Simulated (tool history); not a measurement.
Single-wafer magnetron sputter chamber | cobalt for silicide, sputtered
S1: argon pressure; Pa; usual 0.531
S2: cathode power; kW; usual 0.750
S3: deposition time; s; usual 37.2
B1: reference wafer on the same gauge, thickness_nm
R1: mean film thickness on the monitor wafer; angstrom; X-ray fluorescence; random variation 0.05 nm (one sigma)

run 1 hour=0.0 | S1=0.459 S2=0.750 S3=37.2 | B1=14.606 | R1=147.15
run 2 hour=81.9 | S1=0.459 S2=0.750 S3=37.2 | B1=14.592 | R1=144.57
run 3 hour=145.4 | S1=0.531 S2=0.750 S3=37.2 | B1=14.597 | R1=142.51
run 4 hour=224.0 | S1=0.531 S2=0.750 S3=37.2 | B1=14.590 | R1=141.97
-- hour=239.3 sputter target and shields replaced
run 5 hour=496.2 | S1=0.531 S2=0.750 S3=37.2 | B1=14.608 | R1=143.73
run 6 hour=689.0 | S1=0.531 S2=0.750 S3=37.2 | B1=14.604 | R1=142.15
-- hour=885.9 sputter target and shields replaced
run 7 hour=976.8 | S1=0.531 S2=0.750 S3=37.2 | B1=14.602 | R1=145.63
-- hour=1034.1 magnet pack replaced
run 8 hour=1034.6 | S1=0.531 S2=0.750 S3=37.2 | B1=14.618 | R1=144.29
run 9 hour=1081.3 | S1=0.531 S2=0.750 S3=37.2 | B1=14.608 | R1=144.11
run 10 hour=1182.9 | S1=0.531 S2=0.750 S3=37.2 | B1=14.591 | R1=143.11
run 11 hour=1246.2 | S1=0.531 S2=0.750 S3=37.2 | B1=14.579 | R1=142.69
run 12 hour=1323.5 | S1=0.531 S2=0.750 S3=37.2 | B1=14.604 | R1=141.35
-- hour=1394.9 capacitance manometer re-zeroed and calibrated
run 13 hour=1420.3 | S1=0.531 S2=0.750 S3=37.2 | B1=14.600 | R1=143.25
run 14 hour=1468.6 | S1=0.410 S2=0.700 S3=37.2 | B1=14.600 | R1=137.96
-- hour=1561.7 sputter target and shields replaced
run 15 hour=1562.2 | S1=0.385 S2=0.750 S3=30.4 | B1=14.607 | R1=123.99
run 16 hour=1636.7 | S1=0.353 S2=0.850 S3=40.9 | B1=14.601 | R1=187.21
run 17 hour=1732.7 | S1=0.380 S2=0.800 S3=44.6 | B1=14.593 | R1=190.21
run 18 hour=1830.3 | S1=0.531 S2=0.750 S3=37.2 | B1=14.607 | R1=144.56
run 19 hour=1893.1 | S1=0.531 S2=0.750 S3=42.4 | B1=14.615 | R1=163.73
run 20 hour=1948.4 | S1=0.605 S2=0.850 S3=37.2 | B1=14.593 | R1=158.80
run 21 hour=1998.4 | S1=0.714 S2=0.700 S3=43.6 | B1=14.599 | R1=151.66
-- hour=2013.6 gauge calibrated
run 22 hour=2066.1 | S1=0.412 S2=0.900 S3=33.6 | B1=14.606 | R1=154.75
run 23 hour=2115.9 | S1=0.531 S2=0.750 S3=37.2 | B1=14.608 | R1=142.49
run 24 hour=2179.3 | S1=0.531 S2=0.750 S3=37.2 | B1=14.606 | R1=141.00
run 25 hour=2233.3 | S1=0.727 S2=0.600 S3=33.9 | B1=14.599 | R1=101.70
run 26 hour=2291.5 | S1=0.531 S2=0.750 S3=37.2 | B1=14.571 | R1=140.44
-- hour=2320.8 sputter target and shields replaced
run 27 hour=2359.5 | S1=0.704 S2=0.800 S3=37.2 | B1=14.590 | R1=148.84
run 28 hour=2445.2 | S1=0.380 S2=0.800 S3=44.6 | B1=14.599 | R1=190.80
run 29 hour=2501.7 | S1=0.531 S2=0.750 S3=37.2 | B1=14.610 | R1=144.84
run 30 hour=2558.7 | S1=0.462 S2=0.750 S3=37.2 | B1=14.608 | R1=147.16
run 31 hour=2624.0 | S1=0.531 S2=0.750 S3=37.2 | B1=14.601 | R1=143.92
run 32 hour=2704.7 | S1=0.531 S2=0.850 S3=37.2 | B1=14.607 | R1=160.14
run 33 hour=2759.4 | S1=0.531 S2=0.750 S3=37.2 | B1=14.602 | R1=141.42
run 34 hour=2855.3 | S1=0.531 S2=0.900 S3=37.2 | B1=14.606 | R1=167.28
run 35 hour=2897.7 | S1=0.531 S2=0.750 S3=37.2 | B1=14.608 | R1=141.59

What the log doesn't show, run by run:
gauge reads high (%): 0 in every run
H1: deposition rate above that of a new target (%)
H2: true argon pressure above the setpoint (%)
run=1 H1=-2.05 H2=3.5
run=2 H1=-2.48 H2=4.06
run=3 H1=-2.82 H2=4.49
run=4 H1=-3.23 H2=5.02
run=5 H1=-1.78 H2=6.88
run=6 H1=-2.79 H2=8.19
run=7 H1=-0.612 H2=10.1
run=8 H1=-0.916 H2=10.5
run=9 H1=-1.16 H2=10.9
run=10 H1=-1.7 H2=11.6
run=11 H1=-2.03 H2=12
run=12 H1=-2.43 H2=12.5
run=13 H1=-2.94 H2=-0.892
run=14 H1=-3.2 H2=-0.563
run=15 H1=-0.601 H2=0.0746
run=16 H1=-0.993 H2=0.582
run=17 H1=-1.5 H2=1.24
run=18 H1=-2.01 H2=1.9
run=19 H1=-2.34 H2=2.33
run=20 H1=-2.63 H2=2.7
run=21 H1=-2.89 H2=3.04
run=22 H1=-3.25 H2=3.51
run=23 H1=-3.51 H2=3.84
run=24 H1=-3.85 H2=4.28
run=25 H1=-4.13 H2=4.64
run=26 H1=-4.43 H2=5.04
run=27 H1=-0.332 H2=5.5
run=28 H1=-0.782 H2=6.09
run=29 H1=-1.08 H2=6.47
run=30 H1=-1.38 H2=6.86
run=31 H1=-1.72 H2=7.3
run=32 H1=-2.15 H2=7.85
run=33 H1=-2.43 H2=8.23
run=34 H1=-2.94 H2=8.88
run=35 H1=-3.16 H2=9.17
